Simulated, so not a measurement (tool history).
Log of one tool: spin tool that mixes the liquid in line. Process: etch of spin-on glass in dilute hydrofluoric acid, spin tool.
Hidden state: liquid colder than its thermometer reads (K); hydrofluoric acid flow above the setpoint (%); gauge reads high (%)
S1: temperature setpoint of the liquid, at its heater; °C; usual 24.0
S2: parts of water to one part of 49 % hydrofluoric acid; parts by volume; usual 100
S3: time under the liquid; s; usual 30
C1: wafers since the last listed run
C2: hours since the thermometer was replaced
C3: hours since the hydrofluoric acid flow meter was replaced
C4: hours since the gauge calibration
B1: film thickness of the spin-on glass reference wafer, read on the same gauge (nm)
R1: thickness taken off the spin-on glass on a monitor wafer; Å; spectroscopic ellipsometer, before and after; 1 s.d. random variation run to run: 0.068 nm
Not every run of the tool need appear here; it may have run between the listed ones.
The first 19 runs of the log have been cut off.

run     day    S1   S2  S3    C1      C2     C3      C4      B1     R1
     69.538  -- hydrofluoric acid flow meter replaced
 20  72.629  27.0   60  40  1391  2206.9   74.2  1903.0  139.99  322.8
 21  77.079  24.0  100  25  1090  2313.7  181.0  2009.8  140.04  103.6
 22  79.962  21.5  115  30   706  2382.9  250.2  2079.0  139.98   94.1
 23  82.638  24.0  125  20   655  2447.1  314.4  2143.2  139.98   63.9
 24  86.162  24.0   60  20   864  2531.7  399.0  2227.8  140.04  145.5
     86.938  -- thermometer replaced
     88.521  -- gauge calibrated
 25  89.567  29.0  125  15   824    63.1  480.7    25.1  140.03   58.4
 26  92.283  19.5   70  40   665   128.3  545.9    90.3  140.00  206.3
 27  96.762  24.0  100  30  1097   235.8  653.4   197.8  140.00  125.3

For run 28, what comes out?
 28  100.646  19.0  100  45  951  329.0  746.6  291.0   ?   ?

{"run 28": {"B1": 140.0, "R1": 151.4}}
With no hidden state in the tool, this same run would have given R1 146.6 Å.

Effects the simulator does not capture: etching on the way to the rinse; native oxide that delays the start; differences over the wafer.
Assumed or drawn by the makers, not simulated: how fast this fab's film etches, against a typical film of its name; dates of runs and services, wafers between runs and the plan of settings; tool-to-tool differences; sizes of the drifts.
